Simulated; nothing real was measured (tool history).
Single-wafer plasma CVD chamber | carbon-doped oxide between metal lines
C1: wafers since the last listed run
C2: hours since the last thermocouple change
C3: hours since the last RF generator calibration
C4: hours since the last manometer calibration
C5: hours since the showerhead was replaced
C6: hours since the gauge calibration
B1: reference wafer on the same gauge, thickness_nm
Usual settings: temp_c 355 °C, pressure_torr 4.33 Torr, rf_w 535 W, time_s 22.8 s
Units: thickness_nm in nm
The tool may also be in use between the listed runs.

Run 1, hour 0: usual settings; C1 0; C2 1212.8; C3 552.9; C4 1583.4; C5 4419.5; C6 777.9; B1 135.071. Result: thickness_nm 125.913 nm.
Run 2, hour 59: usual settings; C1 1954; C2 1271.8; C3 611.9; C4 1642.4; C5 4478.5; C6 836.9; B1 135.093. Result: thickness_nm 126.169 nm.
Run 3, hour 93.7: usual settings; C1 1149; C2 1306.5; C3 646.6; C4 1677.1; C5 4513.2; C6 871.6; B1 134.886. Result: thickness_nm 127.486 nm.
Run 4, hour 309: usual settings but rf_w 560 W; C1 7132; C2 1521.8; C3 861.9; C4 1892.4; C5 4728.5; C6 1086.9; B1 135.166. Result: thickness_nm 132.954 nm.
Run 5, hour 347.9: usual settings; C1 1288; C2 1560.7; C3 900.8; C4 1931.3; C5 4767.4; C6 1125.8; B1 134.925. Result: thickness_nm 126.473 nm.
Run 6, hour 414.6: usual settings; C1 2209; C2 1627.4; C3 967.5; C4 1998; C5 4834.1; C6 1192.5; B1 135.001. Result: thickness_nm 125.082 nm.
Run 7, hour 439: usual settings but time_s 24.2 s; C1 808; C2 1651.8; C3 991.9; C4 2022.4; C5 4858.5; C6 1216.9; B1 134.966. Result: thickness_nm 133.065 nm.
Run 8, hour 501.4: usual settings but time_s 24.2 s; C1 2067; C2 1714.2; C3 1054.3; C4 2084.8; C5 4920.9; C6 1279.3; B1 134.999. Result: thickness_nm 133.633 nm.
Run 9, hour 528: usual settings but pressure_torr 3.57 Torr; C1 881; C2 1740.8; C3 1080.9; C4 2111.4; C5 4947.5; C6 1305.9; B1 134.946. Result: thickness_nm 122.905 nm.
Run 10, hour 555.5: usual settings but pressure_torr 3.57 Torr; C1 910; C2 1768.3; C3 1108.4; C4 2138.9; C5 4975; C6 1333.4; B1 135.062. Result: thickness_nm 123.203 nm.
Run 11, hour 602: usual settings; C1 1540; C2 1814.8; C3 1154.9; C4 2185.4; C5 5021.5; C6 1379.9; B1 135.129. Result: thickness_nm 124.513 nm.
At hour 754.9: capacitance manometer re-zeroed and calibrated.
Run 12, hour 778.8: usual settings; C1 5591; C2 1991.6; C3 1331.7; C4 23.9; C5 5198.3; C6 1556.7; B1 135.085. Result: thickness_nm 126.305 nm.
At hour 810.2: gauge calibrated.
Run 13, hour 839.6: usual settings but pressure_torr 3.97 Torr, time_s 26.3 s; C1 2014; C2 2052.4; C3 1392.5; C4 84.7; C5 5259.1; C6 29.4; B1 134.952. Result: thickness_nm 143.009 nm.
Run 14, hour 888.6: usual settings; C1 1623; C2 2101.4; C3 1441.5; C4 133.7; C5 5308.1; C6 78.4; B1 134.931. Result: thickness_nm 126.992 nm.
Run 15, hour 917.6: usual settings but pressure_torr 5.09 Torr, time_s 20.6 s; C1 960; C2 2130.4; C3 1470.5; C4 162.7; C5 5337.1; C6 107.4; B1 135.021. Result: thickness_nm 117.702 nm.
At hour 931: thermocouple changed; heater temperature recalibrated.
Run 16, hour 961.9: usual settings but temp_c 351 °C, time_s 26.2 s; C1 1202; C2 30.9; C3 1514.8; C4 207; C5 5381.4; C6 151.7; B1 135.028. Result: thickness_nm 145.1 nm.
At hour 978.4: RF generator calibrated.
Run 17, hour 995: usual settings; C1 831; C2 64; C3 16.6; C4 240.1; C5 5414.5; C6 184.8; B1 135.152. Result: thickness_nm 127.199 nm.
Run 18, hour 1032.6: usual settings but temp_c 348 °C; C1 1245; C2 101.6; C3 54.2; C4 277.7; C5 5452.1; C6 222.4; B1 134.97. Result: thickness_nm 127.727 nm.
At hour 1090.5: showerhead replaced.
Run 19, hour 1096.8: usual settings but temp_c 368 °C, pressure_torr 5.04 Torr, rf_w 575 W, time_s 25.2 s; C1 1861; C2 165.8; C3 118.4; C4 341.9; C5 6.3; C6 286.6; B1 134.942. Result: thickness_nm 148.814 nm.
Run 20, hour 1122.1: usual settings but temp_c 368 °C, pressure_torr 4.64 Torr, rf_w 630 W; C1 838; C2 191.1; C3 143.7; C4 367.2; C5 31.6; C6 311.9; B1 134.917. Result: thickness_nm 143.25 nm.
Run 21, hour 1172.4: usual settings; C1 1666; C2 241.4; C3 194; C4 417.5; C5 81.9; C6 362.2; B1 135.148. Result: thickness_nm 125.959 nm.
Run 22, hour 1241.6: usual settings but pressure_torr 3.97 Torr, time_s 26.3 s; C1 2292; C2 310.6; C3 263.2; C4 486.7; C5 151.1; C6 431.4; B1 135.108. Result: thickness_nm 143.46 nm.
Run 23, hour 1310.5: usual settings but rf_w 605 W, time_s 18.3 s; C1 2282; C2 379.5; C3 332.1; C4 555.6; C5 220; C6 500.3; B1 135.068. Result: thickness_nm 112.977 nm.
Run 24, hour 1356.7: usual settings but pressure_torr 3.94 Torr, rf_w 490 W; C1 1530; C2 425.7; C3 378.3; C4 601.8; C5 266.2; C6 546.5; B1 135.076. Result: thickness_nm 113.947 nm.

Run 25 comes next. What will it give?
Run 25, hour 1386.1: usual settings; C1 973; C2 455.1; C3 407.7; C4 631.2; C5 295.6; C6 575.9; B1 ?. Result: thickness_nm ?.

B1: 135.054
thickness_nm: 125.85 nm
Without the tool's hidden state the same run would have given thickness_nm 125.85 nm.
